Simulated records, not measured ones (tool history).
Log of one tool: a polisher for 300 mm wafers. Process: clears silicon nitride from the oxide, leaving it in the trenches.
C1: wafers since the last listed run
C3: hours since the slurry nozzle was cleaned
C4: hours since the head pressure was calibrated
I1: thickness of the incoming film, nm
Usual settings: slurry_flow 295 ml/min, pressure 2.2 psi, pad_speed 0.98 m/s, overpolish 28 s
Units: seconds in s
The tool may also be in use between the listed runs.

Run 1, hour 0: usual settings; C1 0; wafers polished on this pad 2448; C3 696.5; C4 296.4; I1 80.6. Result: seconds 124.1 s.
At hour 36.3: slurry nozzle cleaned.
At hour 57.9: worn pad replaced by a new one.
Run 2, hour 71.5: usual settings; C1 423; wafers polished on this pad 86; C3 35.2; C4 367.9; I1 81.2. Result: seconds 114.5 s.
Run 3, hour 131.5: usual settings but pressure 1.8 psi; C1 382; wafers polished on this pad 468; C3 95.2; C4 427.9; I1 79.9. Result: seconds 140.1 s.
Run 4, hour 324.1: usual settings but pressure 1.8 psi; C1 1226; wafers polished on this pad 1695; C3 287.8; C4 620.5; I1 80.1. Result: seconds 148.5 s.
Run 5, hour 420: usual settings; C1 610; wafers polished on this pad 2306; C3 383.7; C4 716.4; I1 79.6. Result: seconds 123.3 s.
Run 6, hour 484.6: usual settings; C1 411; wafers polished on this pad 2718; C3 448.3; C4 781; I1 78.9. Result: seconds 123.6 s.
At hour 489.7: worn pad replaced by a new one.
Run 7, hour 583.5: usual settings; C1 604; wafers polished on this pad 597; C3 547.2; C4 879.9; I1 79.6. Result: seconds 118.2 s.
Run 8, hour 684.2: usual settings; C1 641; wafers polished on this pad 1239; C3 647.9; C4 980.6; I1 80.4. Result: seconds 120 s.
Run 9, hour 764.4: usual settings but pad_speed 1.12 m/s; C1 510; wafers polished on this pad 1750; C3 728.1; C4 1060.8; I1 79.3. Result: seconds 106.4 s.
At hour 812.2: head pressure recalibrated.
Run 10, hour 812.7: usual settings; C1 294; wafers polished on this pad 2044; C3 776.4; C4 0.5; I1 80.1. Result: seconds 120.8 s.
At hour 863.4: slurry nozzle cleaned.
Run 11, hour 881.5: usual settings; C1 431; wafers polished on this pad 2476; C3 18.1; C4 69.3; I1 80.2. Result: seconds 125.5 s.
Run 12, hour 924.8: usual settings; C1 275; wafers polished on this pad 2752; C3 61.4; C4 112.6; I1 81.7. Result: seconds 129.5 s.
At hour 954.5: worn pad replaced by a new one, of another model than before.
Run 13, hour 1013.9: usual settings; C1 542; wafers polished on this pad 378; C3 150.5; C4 201.7; I1 79.8. Result: seconds 118.5 s.
Run 14, hour 1061.1: usual settings; C1 300; wafers polished on this pad 679; C3 197.7; C4 248.9; I1 80.8. Result: seconds 119.2 s.
Run 15, hour 1146.3: usual settings but overpolish 20 s; C1 542; wafers polished on this pad 1222; C3 282.9; C4 334.1; I1 81. Result: seconds 120.8 s.
Run 16, hour 1187.5: usual settings but overpolish 20 s; C1 262; wafers polished on this pad 1484; C3 324.1; C4 375.3; I1 79.8. Result: seconds 119.4 s.
Run 17, hour 1273: usual settings but slurry_flow 375 ml/min, pressure 2.4 psi; C1 544; wafers polished on this pad 2029; C3 409.6; C4 460.8; I1 79.6. Result: seconds 115.8 s.
Run 18, hour 1319: usual settings but pressure 2.6 psi, pad_speed 1.28 m/s, overpolish 23 s; C1 293; wafers polished on this pad 2322; C3 455.6; C4 506.8; I1 79.6. Result: seconds 95.3 s.
At hour 1403.6: worn pad replaced by a new one.
Run 19, hour 1415.5: usual settings but overpolish 20 s; C1 589; wafers polished on this pad 75; C3 552.1; C4 603.3; I1 78.9. Result: seconds 111.8 s.
Run 20, hour 1527.4: usual settings but slurry_flow 250 ml/min, pressure 2 psi, pad_speed 1.24 m/s, overpolish 20 s; C1 712; wafers polished on this pad 788; C3 664; C4 715.2; I1 79.7. Result: seconds 116.1 s.
At hour 1540.5: slurry nozzle cleaned.
Run 21, hour 1614.7: usual settings but slurry_flow 370 ml/min, pressure 2.7 psi, overpolish 23 s; C1 549; wafers polished on this pad 1338; C3 74.2; C4 802.5; I1 78.5. Result: seconds 101.9 s.
Run 22, hour 1701.4: usual settings but slurry_flow 225 ml/min, pressure 1.9 psi, pad_speed 1.26 m/s; C1 552; wafers polished on this pad 1890; C3 160.9; C4 889.2; I1 78.6. Result: seconds 118.4 s.
Run 23, hour 1772.9: usual settings but slurry_flow 240 ml/min, pressure 1.9 psi, overpolish 44 s; C1 455; wafers polished on this pad 2346; C3 232.4; C4 960.7; I1 81.1. Result: seconds 144 s.
Run 24, hour 1837.7: usual settings but slurry_flow 260 ml/min, pressure 2 psi, pad_speed 1.18 m/s, overpolish 19 s; C1 412; wafers polished on this pad 2759; C3 297.2; C4 1025.5; I1 80.4. Result: seconds 122.3 s.
At hour 1884.2: worn pad replaced by a new one.
Run 25, hour 1929.7: usual settings; C1 560; wafers polished on this pad 289; C3 389.2; C4 1117.5; I1 80.1. Result: seconds 116 s.
Run 26, hour 2035.2: usual settings but slurry_flow 340 ml/min, pad_speed 0.76 m/s, overpolish 33 s; C1 672; wafers polished on this pad 961; C3 494.7; C4 1223; I1 80.2. Result: seconds 130.1 s.
At hour 2058.3: head pressure recalibrated.
Run 27, hour 2137.8: usual settings but pressure 1.7 psi, overpolish 14 s; C1 640; wafers polished on this pad 1602; C3 597.3; C4 79.5; I1 80.6. Result: seconds 146 s.
Run 28, hour 2201: usual settings; C1 402; wafers polished on this pad 2005; C3 660.5; C4 142.7; I1 79.1. Result: seconds 120.6 s.
Run 29, hour 2265.9: usual settings but pressure 2.7 psi; C1 413; wafers polished on this pad 2418; C3 725.4; C4 207.6; I1 79.8. Result: seconds 105.9 s.
Run 30, hour 2351.9: usual settings but slurry_flow 230 ml/min, pressure 2 psi, pad_speed 1.24 m/s, overpolish 39 s; C1 547; wafers polished on this pad 2966; C3 811.4; C4 293.6; I1 79.7. Result: seconds 121.5 s.
At hour 2355.1: slurry nozzle cleaned.
At hour 2390.2: worn pad replaced by a new one.
Run 31, hour 2437.5: usual settings but slurry_flow 355 ml/min, pressure 2.8 psi, pad_speed 0.86 m/s; C1 513; wafers polished on this pad 301; C3 82.4; C4 379.2; I1 80.3. Result: seconds 104.4 s.
Run 32, hour 2496.5: usual settings but slurry_flow 210 ml/min, pressure 2.8 psi, pad_speed 0.76 m/s; C1 375; wafers polished on this pad 677; C3 141.4; C4 438.2; I1 79.6. Result: seconds 124 s.

Here are 3 independent what-if runs from the current tool condition. What would each one return?
Run A, hour 2497: usual settings; C1 3; wafers polished on this pad 680; C3 141.9; C4 438.7; I1 79.2. Result: seconds ?.
Run B, hour 2497: usual settings but slurry_flow 350 ml/min; C1 3; wafers polished on this pad 680; C3 141.9; C4 438.7; I1 79.2. Result: seconds ?.
Run C, hour 2497: usual settings but overpolish 15 s; C1 3; wafers polished on this pad 680; C3 141.9; C4 438.7; I1 79.2. Result: seconds ?.

run  seconds
  A      115
  B    112.5
  C      115
What these runs would have given with no unlogged condition in the tool:
run  seconds
  A    112.2
  B    109.8
  C    112.2
